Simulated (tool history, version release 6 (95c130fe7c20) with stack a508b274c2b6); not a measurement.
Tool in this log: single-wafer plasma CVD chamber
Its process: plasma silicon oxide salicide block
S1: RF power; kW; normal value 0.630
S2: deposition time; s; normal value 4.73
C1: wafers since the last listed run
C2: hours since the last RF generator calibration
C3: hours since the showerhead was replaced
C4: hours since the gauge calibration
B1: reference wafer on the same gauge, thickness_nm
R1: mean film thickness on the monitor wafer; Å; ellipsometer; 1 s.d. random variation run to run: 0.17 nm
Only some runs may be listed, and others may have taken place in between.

run	hour	S1	S2	C1	C2	C3	C4	B1	R1
1	0.0	0.630	5.11	0	536.0	4114.9	1806.6	52.896	486.01
2	40.1	0.630	5.11	1693	576.1	4155.0	1846.7	52.927	486.96
3	136.0	0.630	5.11	4049	672.0	4250.9	1942.6	52.860	484.79
4	178.3	0.725	4.73	1786	714.3	4293.2	1984.9	52.862	467.18
5	269.2	0.725	4.73	3838	805.2	4384.1	2075.8	52.937	466.87
6	340.1	0.630	4.73	2993	876.1	4455.0	2146.7	52.904	447.06
# hour 395.4: RF generator calibrated
7	442.6	0.630	4.73	3990	47.2	4557.5	2249.2	52.972	459.16
8	528.2	0.630	4.73	3614	132.8	4643.1	2334.8	52.883	457.96
9	620.0	0.630	5.20	3876	224.6	4734.9	2426.6	52.926	499.79
10	694.3	0.630	4.20	3137	298.9	4809.2	2500.9	52.820	402.47
11	760.7	0.630	4.20	2803	365.3	4875.6	2567.3	52.847	400.03
12	864.9	0.630	4.20	4400	469.5	4979.8	2671.5	52.852	400.45
13	937.8	0.630	5.34	3078	542.4	5052.7	2744.4	52.842	508.67
14	1043.3	0.630	4.09	4454	647.9	5158.2	2849.9	52.858	391.09
15	1097.6	0.630	4.73	2292	702.2	5212.5	2904.2	52.918	449.52
# hour 1137.0: gauge calibrated
16	1185.2	0.630	4.73	3699	789.8	5300.1	48.2	52.843	451.22
# hour 1240.3: RF generator calibrated
17	1292.5	0.630	4.73	4193	52.2	5407.4	155.5	52.889	458.06
18	1355.9	0.630	4.73	2677	115.6	5470.8	218.9	52.881	457.75
19	1411.8	0.655	4.73	2360	171.5	5526.7	274.8	52.923	460.62
20	1494.8	0.655	4.73	3504	254.5	5609.7	357.8	52.832	459.11
21	1667.8	0.585	5.48	7305	427.5	5782.7	530.8	52.859	513.52
22	1767.4	0.585	4.18	4205	527.1	5882.3	630.4	52.889	389.14
# hour 1775.6: showerhead replaced
23	1866.7	0.745	3.99	3855	626.4	91.1	729.7	52.889	398.52
24	1967.1	0.750	4.32	4239	726.8	191.5	830.1	52.952	432.83
25	2010.1	0.630	4.73	1815	769.8	234.5	873.1	52.936	450.94
26	2081.2	0.535	5.04	3002	840.9	305.6	944.2	52.826	459.97
27	2153.4	0.585	5.29	3048	913.1	377.8	1016.4	52.922	490.68
28	2244.9	0.705	4.73	3863	1004.6	469.3	1107.9	52.898	461.26
# hour 2278.5: RF generator calibrated
29	2302.9	0.630	4.73	2111	24.4	527.3	1165.9	52.885	457.24
30	2362.7	0.630	5.11	2525	84.2	587.1	1225.7	52.838	493.10
31	2409.0	0.540	4.73	1955	130.5	633.4	1272.0	52.845	439.17
32	2475.5	0.755	4.25	2808	197.0	699.9	1338.5	52.930	427.35
33	2531.3	0.630	4.73	2356	252.8	755.7	1394.3	52.965	454.94
34	2581.0	0.575	4.10	2098	302.5	805.4	1444.0	52.923	384.33
35	2640.2	0.550	4.73	2499	361.7	864.6	1503.2	52.879	437.33
36	2748.1	0.520	5.11	4556	469.6	972.5	1611.1	52.853	464.38
37	2816.1	0.630	4.73	2871	537.6	1040.5	1679.1	52.898	449.56
38	2876.3	0.585	5.29	2542	597.8	1100.7	1739.3	52.893	493.76
39	2978.2	0.565	4.32	4302	699.7	1202.6	1841.2	52.942	400.33
# hour 3068.3: RF generator calibrated
40	3068.8	0.630	4.73	3487	0.5	1293.2	1931.8	52.841	458.91

What if the next run were any one of these 4? Each begins from the tool's condition after run 40:
A	3069.2	0.630	5.02	16	0.9	1293.6	1932.2	?	?
B	3069.2	0.725	4.29	16	0.9	1293.6	1932.2	?	?
C	3069.2	0.665	4.18	16	0.9	1293.6	1932.2	?	?
D	3069.2	0.565	5.61	16	0.9	1293.6	1932.2	?	?

run	B1	R1
A	52.940	487.37
B	52.940	432.09
C	52.940	411.57
D	52.940	529.60
With the hidden condition removed and each run's random variation left untouched, the same runs would have given:
run	R1
A	489.40
B	433.89
C	413.28
D	531.80
